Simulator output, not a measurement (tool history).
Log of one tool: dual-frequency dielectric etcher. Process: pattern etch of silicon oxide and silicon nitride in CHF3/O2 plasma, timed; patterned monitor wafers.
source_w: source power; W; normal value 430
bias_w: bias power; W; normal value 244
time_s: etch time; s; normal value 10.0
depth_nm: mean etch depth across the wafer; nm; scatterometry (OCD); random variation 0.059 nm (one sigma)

run	day	source_w	bias_w	time_s	wafers since the last listed run	hours since the last wet clean	hours since the last source power generator calibration	hours since the last bias power generator calibration	hours since the last upper electrode change	hours since the gauge calibration	read-back reference wafer on the same gauge, depth_nm	depth_nm
1	0.000	430	277	10.0	0	325.9	2504.8	1281.7	2098.8	163.9	18.19	16.89
2	1.133	430	277	10.0	404	353.1	2532.0	1308.9	2126.0	191.1	18.21	16.92
3	3.008	430	277	10.0	668	398.1	2577.0	1353.9	2171.0	236.1	18.21	16.84
4	4.175	430	244	10.0	415	426.1	2605.0	1381.9	2199.0	264.1	18.19	15.96
5	5.150	430	244	10.0	347	449.5	2628.4	1405.3	2222.4	287.5	18.21	15.94
6	5.675	430	244	10.0	187	462.1	2641.0	1417.9	2235.0	300.1	18.19	16.08
7	6.246	370	203	10.0	203	475.8	2654.7	1431.6	2248.7	313.8	18.20	13.60
8	7.679	370	203	10.0	510	510.2	2689.1	1466.0	2283.1	348.2	18.20	13.47
# day 9.071: wet clean of the chamber
# day 9.792: upper electrode replaced
9	9.812	520	244	12.0	146	17.8	2740.3	1517.2	0.5	399.4	18.21	20.15
10	9.825	430	244	10.0	4	18.1	2740.6	1517.5	0.8	399.7	18.19	15.53
11	10.117	500	244	7.5	103	25.1	2747.6	1524.5	7.8	406.7	18.20	12.44
12	11.200	430	244	10.0	386	51.1	2773.6	1550.5	33.8	432.7	18.23	15.56
13	12.188	430	244	10.0	352	74.8	2797.3	1574.2	57.5	456.4	18.19	15.55
# day 12.792: bias power generator calibrated
14	12.812	360	244	10.0	163	89.8	2812.3	0.5	72.5	471.4	18.19	14.39
15	13.617	500	262	11.5	286	109.1	2831.6	19.8	91.8	490.7	18.20	19.76
16	14.725	490	244	12.5	395	135.7	2858.2	46.4	118.4	517.3	18.21	20.80
17	15.504	430	296	10.0	277	154.4	2876.9	65.1	137.1	536.0	18.18	17.08
18	16.496	390	244	8.5	353	178.2	2900.7	88.9	160.9	559.8	18.19	12.77
19	17.938	320	212	10.0	513	212.8	2935.3	123.5	195.5	594.4	18.20	12.73
# day 18.612: gauge calibrated
20	18.750	430	244	10.0	289	232.3	2954.8	143.0	215.0	3.3	18.18	15.72
21	19.450	320	244	9.0	249	249.1	2971.6	159.8	231.8	20.1	18.19	12.38
22	20.233	430	244	10.0	279	267.9	2990.4	178.6	250.6	38.9	18.20	15.77
# day 20.583: source power generator calibrated
23	21.158	430	244	10.0	270	290.1	13.8	200.8	272.8	61.1	18.20	15.77
24	22.446	430	244	10.0	458	321.0	44.7	231.7	303.7	92.0	18.19	15.76
25	23.242	430	224	8.5	283	340.1	63.8	250.8	322.8	111.1	18.19	12.86

Run 26, settings as shown, results not yet in. Your forecast:
26	24.883	430	244	10.0	585	379.5	103.2	290.2	362.2	150.5	?	?

{"run 26": {"read-back reference wafer on the same gauge, depth_nm": 18.22, "depth_nm": 15.93}}
On a tool with no hidden condition, and with the same random variation, this run would have come out at depth_nm 15.51 nm.
